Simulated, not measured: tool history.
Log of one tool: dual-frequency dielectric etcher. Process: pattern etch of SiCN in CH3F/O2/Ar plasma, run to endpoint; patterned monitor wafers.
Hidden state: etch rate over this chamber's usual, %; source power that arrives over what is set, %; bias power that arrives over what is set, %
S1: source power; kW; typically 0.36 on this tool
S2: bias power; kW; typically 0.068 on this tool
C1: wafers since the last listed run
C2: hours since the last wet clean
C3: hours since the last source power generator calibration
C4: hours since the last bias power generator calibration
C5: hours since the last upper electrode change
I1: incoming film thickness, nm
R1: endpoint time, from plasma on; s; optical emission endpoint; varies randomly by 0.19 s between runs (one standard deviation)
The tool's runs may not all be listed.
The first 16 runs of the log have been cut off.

run 17 hour=377.3 | S1=0.34 S2=0.068 | C1=138 C2=466.7 C3=2614.9 C4=4444.6 C5=3560.4 | I1=8.25 | R1=24.4
run 18 hour=395.8 | S1=0.32 S2=0.054 | C1=161 C2=485.2 C3=2633.4 C4=4463.1 C5=3578.9 | I1=8.35 | R1=26.2
-- hour=424.2 upper electrode replaced
run 19 hour=424.7 | S1=0.36 S2=0.068 | C1=42 C2=514.1 C3=2662.3 C4=4492 C5=0.5 | I1=8.21 | R1=23.7
run 20 hour=454.5 | S1=0.3 S2=0.051 | C1=259 C2=543.9 C3=2692.1 C4=4521.8 C5=30.3 | I1=8.16 | R1=26.5
-- hour=484.4 wet clean of the chamber
run 21 hour=484.9 | S1=0.36 S2=0.08 | C1=55 C2=0.5 C3=2722.5 C4=4552.2 C5=60.7 | I1=8.2 | R1=22
run 22 hour=508.3 | S1=0.36 S2=0.068 | C1=203 C2=23.9 C3=2745.9 C4=4575.6 C5=84.1 | I1=8.19 | R1=23
run 23 hour=541.9 | S1=0.36 S2=0.079 | C1=292 C2=57.5 C3=2779.5 C4=4609.2 C5=117.7 | I1=8.14 | R1=21.7
-- hour=575.8 source power generator calibrated
run 24 hour=577.2 | S1=0.4 S2=0.068 | C1=272 C2=92.8 C3=1.4 C4=4644.5 C5=153 | I1=8.2 | R1=22
-- hour=593.5 bias power generator calibrated
run 25 hour=611.8 | S1=0.36 S2=0.068 | C1=266 C2=127.4 C3=36 C4=18.3 C5=187.6 | I1=8.19 | R1=22.5
-- hour=639.7 wet clean of the chamber, repeated, since the last time left the tool worse
run 26 hour=640.2 | S1=0.3 S2=0.074 | C1=38 C2=0.5 C3=64.4 C4=46.7 C5=216 | I1=8.18 | R1=25.5
run 27 hour=650.9 | S1=0.36 S2=0.055 | C1=93 C2=11.2 C3=75.1 C4=57.4 C5=226.7 | I1=8.18 | R1=25.6
run 28 hour=677.6 | S1=0.36 S2=0.068 | C1=232 C2=37.9 C3=101.8 C4=84.1 C5=253.4 | I1=8.24 | R1=24.3
run 29 hour=691.4 | S1=0.28 S2=0.057 | C1=120 C2=51.7 C3=115.6 C4=97.9 C5=267.2 | I1=8.22 | R1=27.1
run 30 hour=724.7 | S1=0.36 S2=0.068 | C1=289 C2=85 C3=148.9 C4=131.2 C5=300.5 | I1=8.15 | R1=23.8
run 31 hour=755.1 | S1=0.3 S2=0.053 | C1=264 C2=115.4 C3=179.3 C4=161.6 C5=330.9 | I1=8.25 | R1=27.1
run 32 hour=768 | S1=0.42 S2=0.062 | C1=112 C2=128.3 C3=192.2 C4=174.5 C5=343.8 | I1=8.17 | R1=23.1
run 33 hour=840.8 | S1=0.39 S2=0.057 | C1=633 C2=201.1 C3=265 C4=247.3 C5=416.6 | I1=8.18 | R1=24.6
run 34 hour=874.8 | S1=0.36 S2=0.068 | C1=296 C2=235.1 C3=299 C4=281.3 C5=450.6 | I1=8.17 | R1=23.8

Here are 4 independent what-if runs from the current tool condition. What would each one return?
run A hour=875.2 | S1=0.36 S2=0.073 | C1=3 C2=235.5 C3=299.4 C4=281.7 C5=451 | I1=8.24 | R1=?
run B hour=875.2 | S1=0.43 S2=0.073 | C1=3 C2=235.5 C3=299.4 C4=281.7 C5=451 | I1=8.24 | R1=?
run C hour=875.2 | S1=0.39 S2=0.073 | C1=3 C2=235.5 C3=299.4 C4=281.7 C5=451 | I1=8.24 | R1=?
run D hour=875.2 | S1=0.3 S2=0.057 | C1=3 C2=235.5 C3=299.4 C4=281.7 C5=451 | I1=8.24 | R1=?

run=A R1=23.4
run=B R1=22
run=C R1=22.8
run=D R1=26.4
Without the tool's unlogged condition, the same runs would have read:
run=A R1=23.7
run=B R1=22.3
run=C R1=23.1
run=D R1=26.8

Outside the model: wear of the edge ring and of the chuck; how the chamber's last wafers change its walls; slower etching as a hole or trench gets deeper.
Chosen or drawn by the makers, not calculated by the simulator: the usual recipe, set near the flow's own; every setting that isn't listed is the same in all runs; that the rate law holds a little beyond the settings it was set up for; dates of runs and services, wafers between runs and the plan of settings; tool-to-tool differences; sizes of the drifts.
